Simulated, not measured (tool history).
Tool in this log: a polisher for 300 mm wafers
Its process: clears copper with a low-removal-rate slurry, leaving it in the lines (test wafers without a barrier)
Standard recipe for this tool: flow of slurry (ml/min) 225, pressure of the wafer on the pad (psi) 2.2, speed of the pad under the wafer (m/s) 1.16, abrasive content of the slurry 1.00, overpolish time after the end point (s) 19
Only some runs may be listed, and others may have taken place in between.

run	hour	flow of slurry (ml/min)	pressure of the wafer on the pad (psi)	speed of the pad under the wafer (m/s)	abrasive content of the slurry	overpolish time after the end point (s)	wafers since the last listed run	wafers polished on this pad	hours since the slurry nozzle was cleaned	hours since the head pressure was calibrated	hours since the slurry blender was calibrated	incoming thickness of the incoming film, nm	time until the end point was called (s)
1	0.0	225	2.2	1.16	0.85	19	0	56	282.5	968.2	27.2	405.1	158.0
2	21.7	225	2.2	1.16	0.85	19	107	164	304.2	989.9	48.9	417.2	165.2
3	37.1	225	2.2	1.16	0.85	19	76	240	319.6	1005.3	64.3	414.7	162.6
4	67.4	225	2.5	1.16	1.00	19	149	390	349.9	1035.6	94.6	405.3	145.5
5	99.0	225	2.5	1.16	1.00	19	156	546	381.5	1067.2	126.2	413.0	154.0
6	113.8	225	2.5	1.16	1.00	19	73	619	396.3	1082.0	141.0	417.1	152.3
# hour 120.2: slurry blender recalibrated
7	136.9	180	2.2	1.16	1.00	22	104	723	419.4	1105.1	16.7	412.3	159.3
# hour 174.5: worn pad replaced by a new one
8	191.2	225	2.2	1.16	1.00	19	248	82	473.7	1159.4	71.0	410.5	160.1
# hour 201.0: slurry nozzle cleaned
9	215.3	225	1.6	1.02	1.00	19	114	196	14.3	1183.5	95.1	412.5	236.2
# hour 225.9: head pressure recalibrated
10	246.2	250	2.2	1.44	1.20	19	142	339	45.2	20.3	126.0	404.2	128.7
11	280.2	225	2.2	1.16	1.00	19	168	507	79.2	54.3	160.0	416.7	171.6
# hour 293.4: slurry blender recalibrated
12	296.6	225	2.4	1.16	1.00	19	71	578	95.6	70.7	3.2	409.3	150.3
13	325.9	225	2.5	1.16	1.15	19	144	723	124.9	100.0	32.5	412.5	145.9
14	342.4	225	2.4	0.84	1.00	19	81	804	141.4	116.5	49.0	406.6	204.0
15	359.5	225	2.2	1.16	1.00	19	84	889	158.5	133.6	66.1	406.7	154.3
# hour 367.2: worn pad replaced by a new one
16	376.7	225	2.2	1.16	1.20	19	65	46	175.7	150.8	83.3	403.5	159.1

Consider 5 possible next runs. They are alternatives, not a sequence: every one starts from the tool as it was left by run 16. What does each give?
A	377.2	225	2.2	1.34	1.00	19	2	49	176.2	151.3	83.8	412.6	?
B	377.2	280	2.5	1.28	0.70	19	2	49	176.2	151.3	83.8	412.6	?
C	377.2	225	2.2	1.38	1.00	19	2	49	176.2	151.3	83.8	412.6	?
D	377.2	225	2.2	1.16	0.70	19	2	49	176.2	151.3	83.8	412.6	?
E	377.2	225	2.2	1.42	1.20	25	2	49	176.2	151.3	83.8	412.6	?

run	time until the end point was called (s)
A	136.9
B	136.0
C	133.1
D	166.5
E	125.4
With the hidden condition removed and each run's random variation left untouched, the same runs would have given:
run	time until the end point was called (s)
A	133.1
B	132.4
C	129.4
D	162.0
E	121.9

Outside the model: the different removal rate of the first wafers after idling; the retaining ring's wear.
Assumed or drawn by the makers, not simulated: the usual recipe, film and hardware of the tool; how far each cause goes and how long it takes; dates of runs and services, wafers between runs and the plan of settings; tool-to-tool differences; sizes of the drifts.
